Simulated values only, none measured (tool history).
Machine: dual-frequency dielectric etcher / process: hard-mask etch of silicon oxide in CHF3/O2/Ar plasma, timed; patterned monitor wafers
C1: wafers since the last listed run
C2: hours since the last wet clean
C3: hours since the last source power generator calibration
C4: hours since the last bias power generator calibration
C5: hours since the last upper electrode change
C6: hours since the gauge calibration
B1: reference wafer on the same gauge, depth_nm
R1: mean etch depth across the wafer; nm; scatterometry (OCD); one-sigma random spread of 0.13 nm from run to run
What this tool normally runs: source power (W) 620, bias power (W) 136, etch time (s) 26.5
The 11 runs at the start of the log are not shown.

{"run": 12, "hour": 588.8, "source power (W)": 620, "bias power (W)": 136, "etch time (s)": 26.5, "C1": 653, "C2": 376.8, "C3": 3624.4, "C4": 247.3, "C5": 2276.3, "C6": 1948.6, "B1": 53.47, "R1": 49.95}
{"run": 13, "hour": 615.5, "source power (W)": 620, "bias power (W)": 136, "etch time (s)": 29.0, "C1": 331, "C2": 403.5, "C3": 3651.1, "C4": 274.0, "C5": 2303.0, "C6": 1975.3, "B1": 53.5, "R1": 54.68}
{"hour": 675.8, "done": "upper electrode replaced"}
{"run": 14, "hour": 676.3, "source power (W)": 620, "bias power (W)": 136, "etch time (s)": 20.5, "C1": 456, "C2": 464.3, "C3": 3711.9, "C4": 334.8, "C5": 0.5, "C6": 2036.1, "B1": 53.55, "R1": 38.46}
{"hour": 683.9, "done": "source power generator calibrated"}
{"run": 15, "hour": 704.3, "source power (W)": 620, "bias power (W)": 136, "etch time (s)": 26.5, "C1": 297, "C2": 492.3, "C3": 20.4, "C4": 362.8, "C5": 28.5, "C6": 2064.1, "B1": 53.47, "R1": 49.81}
{"hour": 753.0, "done": "wet clean of the chamber"}
{"run": 16, "hour": 753.5, "source power (W)": 620, "bias power (W)": 136, "etch time (s)": 26.5, "C1": 312, "C2": 0.5, "C3": 69.6, "C4": 412.0, "C5": 77.7, "C6": 2113.3, "B1": 53.48, "R1": 49.8}
{"hour": 775.5, "done": "gauge calibrated"}
{"run": 17, "hour": 916.9, "source power (W)": 620, "bias power (W)": 117, "etch time (s)": 29.5, "C1": 2028, "C2": 163.9, "C3": 233.0, "C4": 575.4, "C5": 241.1, "C6": 141.4, "B1": 53.57, "R1": 53.01}
{"run": 18, "hour": 1010.4, "source power (W)": 620, "bias power (W)": 136, "etch time (s)": 26.5, "C1": 1160, "C2": 257.4, "C3": 326.5, "C4": 668.9, "C5": 334.6, "C6": 234.9, "B1": 53.44, "R1": 49.94}
{"run": 19, "hour": 1058.0, "source power (W)": 520, "bias power (W)": 164, "etch time (s)": 24.0, "C1": 591, "C2": 305.0, "C3": 374.1, "C4": 716.5, "C5": 382.2, "C6": 282.5, "B1": 53.53, "R1": 45.08}
{"run": 20, "hour": 1122.0, "source power (W)": 550, "bias power (W)": 149, "etch time (s)": 26.5, "C1": 794, "C2": 369.0, "C3": 438.1, "C4": 780.5, "C5": 446.2, "C6": 346.5, "B1": 53.54, "R1": 49.36}
{"run": 21, "hour": 1155.6, "source power (W)": 710, "bias power (W)": 136, "etch time (s)": 23.5, "C1": 417, "C2": 402.6, "C3": 471.7, "C4": 814.1, "C5": 479.8, "C6": 380.1, "B1": 53.52, "R1": 46.82}
{"run": 22, "hour": 1212.7, "source power (W)": 620, "bias power (W)": 104, "etch time (s)": 26.5, "C1": 708, "C2": 459.7, "C3": 528.8, "C4": 871.2, "C5": 536.9, "C6": 437.2, "B1": 53.47, "R1": 46.72}
{"hour": 1246.6, "done": "wet clean of the chamber"}
{"run": 23, "hour": 1271.7, "source power (W)": 620, "bias power (W)": 136, "etch time (s)": 26.5, "C1": 434, "C2": 25.1, "C3": 587.8, "C4": 930.2, "C5": 595.9, "C6": 496.2, "B1": 53.53, "R1": 49.85}
{"run": 24, "hour": 1304.1, "source power (W)": 780, "bias power (W)": 127, "etch time (s)": 23.0, "C1": 402, "C2": 57.5, "C3": 620.2, "C4": 962.6, "C5": 628.3, "C6": 528.6, "B1": 53.47, "R1": 45.9}
{"run": 25, "hour": 1338.2, "source power (W)": 620, "bias power (W)": 126, "etch time (s)": 26.5, "C1": 423, "C2": 91.6, "C3": 654.3, "C4": 996.7, "C5": 662.4, "C6": 562.7, "B1": 53.54, "R1": 48.6}
{"run": 26, "hour": 1381.0, "source power (W)": 570, "bias power (W)": 149, "etch time (s)": 19.0, "C1": 531, "C2": 134.4, "C3": 697.1, "C4": 1039.5, "C5": 705.2, "C6": 605.5, "B1": 53.47, "R1": 35.38}
{"run": 27, "hour": 1436.3, "source power (W)": 620, "bias power (W)": 149, "etch time (s)": 26.5, "C1": 686, "C2": 189.7, "C3": 752.4, "C4": 1094.8, "C5": 760.5, "C6": 660.8, "B1": 53.41, "R1": 50.95}
{"run": 28, "hour": 1499.6, "source power (W)": 620, "bias power (W)": 145, "etch time (s)": 26.5, "C1": 785, "C2": 253.0, "C3": 815.7, "C4": 1158.1, "C5": 823.8, "C6": 724.1, "B1": 53.44, "R1": 50.63}
{"run": 29, "hour": 1527.5, "source power (W)": 760, "bias power (W)": 120, "etch time (s)": 22.0, "C1": 346, "C2": 280.9, "C3": 843.6, "C4": 1186.0, "C5": 851.7, "C6": 752.0, "B1": 53.49, "R1": 43.14}
{"run": 30, "hour": 1573.1, "source power (W)": 710, "bias power (W)": 150, "etch time (s)": 29.5, "C1": 566, "C2": 326.5, "C3": 889.2, "C4": 1231.6, "C5": 897.3, "C6": 797.6, "B1": 53.47, "R1": 59.44}
{"run": 31, "hour": 1645.1, "source power (W)": 620, "bias power (W)": 136, "etch time (s)": 21.5, "C1": 893, "C2": 398.5, "C3": 961.2, "C4": 1303.6, "C5": 969.3, "C6": 869.6, "B1": 53.44, "R1": 40.53}

Here are 3 independent what-if runs from the current tool condition. What would each one return?
{"run": "A", "hour": 1645.5, "source power (W)": 750, "bias power (W)": 136, "etch time (s)": 26.5, "C1": 4, "C2": 398.9, "C3": 961.6, "C4": 1304.0, "C5": 969.7, "C6": 870.0, "B1": "?", "R1": "?"}
{"run": "B", "hour": 1645.5, "source power (W)": 540, "bias power (W)": 147, "etch time (s)": 21.0, "C1": 4, "C2": 398.9, "C3": 961.6, "C4": 1304.0, "C5": 969.7, "C6": 870.0, "B1": "?", "R1": "?"}
{"run": "C", "hour": 1645.5, "source power (W)": 760, "bias power (W)": 122, "etch time (s)": 32.0, "C1": 4, "C2": 398.9, "C3": 961.6, "C4": 1304.0, "C5": 969.7, "C6": 870.0, "B1": "?", "R1": "?"}

run=A B1=53.49 R1=53.54
run=B B1=53.49 R1=38.65
run=C B1=53.49 R1=63.14
Without the tool's hidden state the same runs would have given:
run=A R1=53.03
run=B R1=38.28
run=C R1=62.54

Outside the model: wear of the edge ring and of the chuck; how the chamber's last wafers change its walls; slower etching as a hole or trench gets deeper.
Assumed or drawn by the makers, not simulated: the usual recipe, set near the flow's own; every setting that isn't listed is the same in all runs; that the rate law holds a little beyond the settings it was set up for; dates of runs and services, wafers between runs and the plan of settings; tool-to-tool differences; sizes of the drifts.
